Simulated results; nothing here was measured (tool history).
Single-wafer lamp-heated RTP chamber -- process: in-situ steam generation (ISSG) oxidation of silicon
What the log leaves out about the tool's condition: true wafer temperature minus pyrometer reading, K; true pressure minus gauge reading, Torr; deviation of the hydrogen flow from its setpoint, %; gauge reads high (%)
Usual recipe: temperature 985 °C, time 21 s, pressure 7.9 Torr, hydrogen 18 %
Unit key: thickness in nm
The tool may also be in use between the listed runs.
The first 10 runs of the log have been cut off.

run	hour	temperature	time	pressure	hydrogen	wafers since the last listed run	wafers since the last pyrometer calibration	hours since the pressure gauge was zeroed	hours since the hydrogen flow controller was replaced	hours since the gauge calibration	read-back reference wafer on the same gauge, thickness	thickness
11	669.8	998	26	8.6	18	1131	8392	210.4	127.4	1414.0	5.382	5.962
# hour 681.3: pyrometer window cleaned and pyrometer calibrated
12	698.3	999	28	9.1	13	345	286	238.9	155.9	1442.5	5.380	5.681
13	752.7	991	21	8.8	22	916	1202	293.3	210.3	1496.9	5.380	5.389
14	819.5	966	21	8.8	18	1125	2327	360.1	277.1	1563.7	5.381	4.719
15	846.7	985	21	7.9	18	458	2785	387.3	304.3	1590.9	5.380	5.094
16	872.4	985	21	7.9	18	432	3218	413.0	330.0	1616.6	5.381	5.096
17	929.9	985	21	8.9	18	968	4187	470.5	387.5	1674.1	5.376	5.080
18	980.0	985	21	7.9	18	843	5031	520.6	437.6	1724.2	5.382	5.121
19	1027.4	969	21	7.9	18	798	5829	568.0	485.0	1771.6	5.382	4.817
# hour 1037.1: gauge calibrated
20	1083.7	985	21	7.9	18	948	6778	624.3	541.3	46.6	5.380	5.118
21	1136.3	991	26	7.9	12	886	7664	676.9	593.9	99.2	5.375	5.326
# hour 1164.4: pyrometer window cleaned and pyrometer calibrated
22	1173.6	985	21	7.9	18	493	155	714.2	631.2	136.5	5.383	5.027
23	1224.3	985	21	7.9	18	854	1009	764.9	681.9	187.2	5.378	5.040
24	1257.6	1001	21	8.8	15	560	1570	798.2	715.2	220.5	5.381	5.169
25	1309.5	992	25	7.9	18	874	2444	850.1	767.1	272.4	5.379	5.660
26	1347.1	985	21	7.9	18	633	3077	887.7	804.7	310.0	5.380	5.093
27	1410.4	992	28	7.2	27	1066	4144	951.0	868.0	373.3	5.382	6.620
28	1461.8	993	26	9.1	15	865	5009	1002.4	919.4	424.7	5.379	5.585
29	1507.6	980	13	9.0	23	771	5781	1048.2	965.2	470.5	5.380	4.276
30	1571.5	980	21	7.9	18	1076	6857	1112.1	1029.1	534.4	5.381	5.019
31	1623.6	985	21	7.9	18	877	7735	1164.2	1081.2	586.5	5.382	5.111
# hour 1680.2: pyrometer window cleaned and pyrometer calibrated
32	1680.7	998	26	8.6	18	827	8	1221.3	1138.3	643.6	5.379	5.830

What if the next run were any one of these 3? Each begins from the tool's condition after run 32:
A	1681.1	985	21	7.9	18	6	15	1221.7	1138.7	644.0	?	?
B	1681.1	974	21	8.3	18	6	15	1221.7	1138.7	644.0	?	?
C	1681.1	1003	21	6.9	18	6	15	1221.7	1138.7	644.0	?	?

run	read-back reference wafer on the same gauge, thickness	thickness
A	5.379	5.014
B	5.379	4.814
C	5.379	5.352
Stripped of hidden state, with their random variation kept, the same runs would have yielded:
run	thickness
A	5.011
B	4.811
C	5.348
